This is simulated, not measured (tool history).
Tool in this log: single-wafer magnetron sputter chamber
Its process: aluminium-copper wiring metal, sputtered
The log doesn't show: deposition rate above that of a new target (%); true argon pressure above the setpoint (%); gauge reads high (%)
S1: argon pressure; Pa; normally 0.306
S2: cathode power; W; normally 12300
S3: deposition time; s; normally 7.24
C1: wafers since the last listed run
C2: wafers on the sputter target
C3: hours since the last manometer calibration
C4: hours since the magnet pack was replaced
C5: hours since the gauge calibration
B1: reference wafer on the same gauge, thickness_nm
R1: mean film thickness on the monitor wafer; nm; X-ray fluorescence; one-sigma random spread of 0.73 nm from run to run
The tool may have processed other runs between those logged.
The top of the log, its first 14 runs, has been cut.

run	day	S1	S2	S3	C1	C2	C3	C4	C5	B1	R1
15	34.825	0.306	13950	8.15	2688	7444	2660.4	508.2	2008.7	156.143	232.879
16	37.004	0.306	12300	7.24	1977	9422	2712.7	560.5	2061.0	155.887	179.679
17	39.354	0.203	10550	7.24	2132	11554	2769.1	616.9	2117.4	156.066	169.498
18	42.283	0.251	10400	6.23	2658	14212	2839.4	687.2	2187.7	156.046	136.031
19	43.458	0.306	12300	7.24	1066	15278	2867.6	715.4	2215.9	155.951	176.052
# day 43.962: capacitance manometer re-zeroed and calibrated
# day 44.150: sputter target and shields replaced
20	44.733	0.390	12300	7.24	684	530	18.5	746.0	2246.5	155.820	179.575
21	47.262	0.399	11400	6.09	2295	2825	79.2	806.7	2307.2	156.132	136.417
22	50.138	0.306	12300	8.43	2608	5434	148.2	875.7	2376.2	156.131	217.236
23	52.146	0.306	12300	7.24	1822	7256	196.4	923.9	2424.4	156.091	185.478
24	57.254	0.331	12300	7.24	4635	11892	319.0	1046.5	2547.0	156.164	179.821
# day 57.804: gauge calibrated
25	59.329	0.306	12300	7.24	1882	13775	368.8	1096.3	36.6	155.828	182.385
26	60.462	0.331	12300	7.24	1028	14803	396.0	1123.5	63.8	156.185	178.385
27	63.138	0.306	15050	5.90	2427	17230	460.2	1187.7	128.0	155.966	178.834
# day 64.275: sputter target and shields replaced
28	65.575	0.408	12300	6.84	1909	1178	518.7	1246.2	186.5	155.844	162.902
29	69.367	0.223	11500	7.24	3440	4619	609.7	1337.2	277.5	155.837	185.635
30	71.896	0.306	12300	7.24	2295	6914	670.4	1397.9	338.2	156.026	182.748
31	73.583	0.306	12300	6.81	1531	8445	710.9	1438.4	378.7	155.835	170.869
32	75.067	0.417	13600	8.40	1346	9791	746.5	1474.0	414.3	155.964	213.467
33	77.433	0.240	12300	7.24	2147	11939	803.3	1530.8	471.1	155.982	189.608

Predict each of these 5 candidate next runs independently; none follows another, all start after run 33:
A	77.450	0.306	12300	7.24	15	11954	803.7	1531.2	471.5	?	?
B	77.450	0.306	9950	6.36	15	11954	803.7	1531.2	471.5	?	?
C	77.450	0.386	13850	8.57	15	11954	803.7	1531.2	471.5	?	?
D	77.450	0.306	12300	6.46	15	11954	803.7	1531.2	471.5	?	?
E	77.450	0.343	9750	6.06	15	11954	803.7	1531.2	471.5	?	?

run	B1	R1
A	156.395	180.594
B	156.395	128.333
C	156.395	224.897
D	156.395	161.137
E	156.395	116.089
What these runs would have given with no unlogged condition in the tool:
run	R1
A	191.726
B	136.244
C	240.556
D	171.070
E	123.680
